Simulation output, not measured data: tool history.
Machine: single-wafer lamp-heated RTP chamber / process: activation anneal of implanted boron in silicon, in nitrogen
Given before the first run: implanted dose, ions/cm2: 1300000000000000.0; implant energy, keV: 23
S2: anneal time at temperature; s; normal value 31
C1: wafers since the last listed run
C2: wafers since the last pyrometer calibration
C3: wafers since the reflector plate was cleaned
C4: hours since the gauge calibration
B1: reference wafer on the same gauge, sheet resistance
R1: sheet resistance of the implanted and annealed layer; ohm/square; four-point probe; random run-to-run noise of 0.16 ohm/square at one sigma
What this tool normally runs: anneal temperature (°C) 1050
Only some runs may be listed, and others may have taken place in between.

{"run": 1, "hour": 0.0, "anneal temperature (°C)": 1050, "S2": 31, "C1": 0, "C2": 5949, "C3": 1127, "C4": 45.4, "B1": 94.03, "R1": 100.09}
{"run": 2, "hour": 68.9, "anneal temperature (°C)": 1050, "S2": 31, "C1": 1501, "C2": 7450, "C3": 2629, "C4": 114.3, "B1": 93.99, "R1": 100.14}
{"hour": 124.1, "done": "pyrometer window cleaned and pyrometer calibrated"}
{"run": 3, "hour": 138.4, "anneal temperature (°C)": 1066, "S2": 31, "C1": 1340, "C2": 310, "C3": 3969, "C4": 183.8, "B1": 94.0, "R1": 99.1}
{"run": 4, "hour": 165.9, "anneal temperature (°C)": 1066, "S2": 31, "C1": 599, "C2": 909, "C3": 4568, "C4": 211.3, "B1": 94.0, "R1": 99.4}
{"run": 5, "hour": 213.7, "anneal temperature (°C)": 1050, "S2": 31, "C1": 1041, "C2": 1951, "C3": 5610, "C4": 259.1, "B1": 93.99, "R1": 100.07}
{"run": 6, "hour": 238.2, "anneal temperature (°C)": 1050, "S2": 31, "C1": 533, "C2": 2485, "C3": 6144, "C4": 283.6, "B1": 94.0, "R1": 100.19}
{"run": 7, "hour": 282.6, "anneal temperature (°C)": 1050, "S2": 31, "C1": 967, "C2": 3453, "C3": 7111, "C4": 328.0, "B1": 93.96, "R1": 99.84}
{"run": 8, "hour": 326.2, "anneal temperature (°C)": 1029, "S2": 31, "C1": 950, "C2": 4403, "C3": 8061, "C4": 371.6, "B1": 93.99, "R1": 101.37}
{"run": 9, "hour": 374.7, "anneal temperature (°C)": 1029, "S2": 24, "C1": 1056, "C2": 5460, "C3": 9118, "C4": 420.1, "B1": 94.02, "R1": 101.74}
{"hour": 420.3, "done": "gauge calibrated"}
{"hour": 430.4, "done": "reflector plate cleaned"}
{"run": 10, "hour": 430.9, "anneal temperature (°C)": 1074, "S2": 40, "C1": 1050, "C2": 6510, "C3": 10, "C4": 10.6, "B1": 94.01, "R1": 97.46}
{"run": 11, "hour": 453.2, "anneal temperature (°C)": 1033, "S2": 38, "C1": 485, "C2": 6996, "C3": 496, "C4": 32.9, "B1": 94.02, "R1": 100.41}
{"hour": 521.9, "done": "pyrometer window cleaned and pyrometer calibrated"}
{"run": 12, "hour": 524.3, "anneal temperature (°C)": 1050, "S2": 31, "C1": 1375, "C2": 52, "C3": 1871, "C4": 104.0, "B1": 93.99, "R1": 99.45}
{"run": 13, "hour": 563.9, "anneal temperature (°C)": 1050, "S2": 38, "C1": 862, "C2": 915, "C3": 2734, "C4": 143.6, "B1": 94.02, "R1": 99.03}
{"hour": 617.3, "done": "reflector plate cleaned, repeated, since the last time left the tool worse"}
{"run": 14, "hour": 724.5, "anneal temperature (°C)": 1065, "S2": 16, "C1": 3325, "C2": 4241, "C3": 2336, "C4": 304.2, "B1": 94.01, "R1": 100.33}
{"run": 15, "hour": 760.2, "anneal temperature (°C)": 1050, "S2": 31, "C1": 777, "C2": 5019, "C3": 3114, "C4": 339.9, "B1": 94.01, "R1": 100.05}
{"hour": 773.8, "done": "gauge calibrated"}
{"run": 16, "hour": 785.6, "anneal temperature (°C)": 1050, "S2": 46, "C1": 553, "C2": 5572, "C3": 3668, "C4": 11.8, "B1": 94.0, "R1": 99.2}

3 options for the next run, each taken on its own from the tool as it stands now. Forecast them:
{"run": "A", "hour": 786.0, "anneal temperature (°C)": 1050, "S2": 48, "C1": 8, "C2": 5581, "C3": 3676, "C4": 12.2, "B1": "?", "R1": "?"}
{"run": "B", "hour": 786.0, "anneal temperature (°C)": 1062, "S2": 14, "C1": 8, "C2": 5581, "C3": 3676, "C4": 12.2, "B1": "?", "R1": "?"}
{"run": "C", "hour": 786.0, "anneal temperature (°C)": 1062, "S2": 31, "C1": 8, "C2": 5581, "C3": 3676, "C4": 12.2, "B1": "?", "R1": "?"}

run=A B1=93.98 R1=99.05
run=B B1=93.98 R1=100.31
run=C B1=93.98 R1=99.14
Take away the tool's hidden state, keep each run's random variation, and the runs would have read:
run=A R1=99.11
run=B R1=100.34
run=C R1=99.19
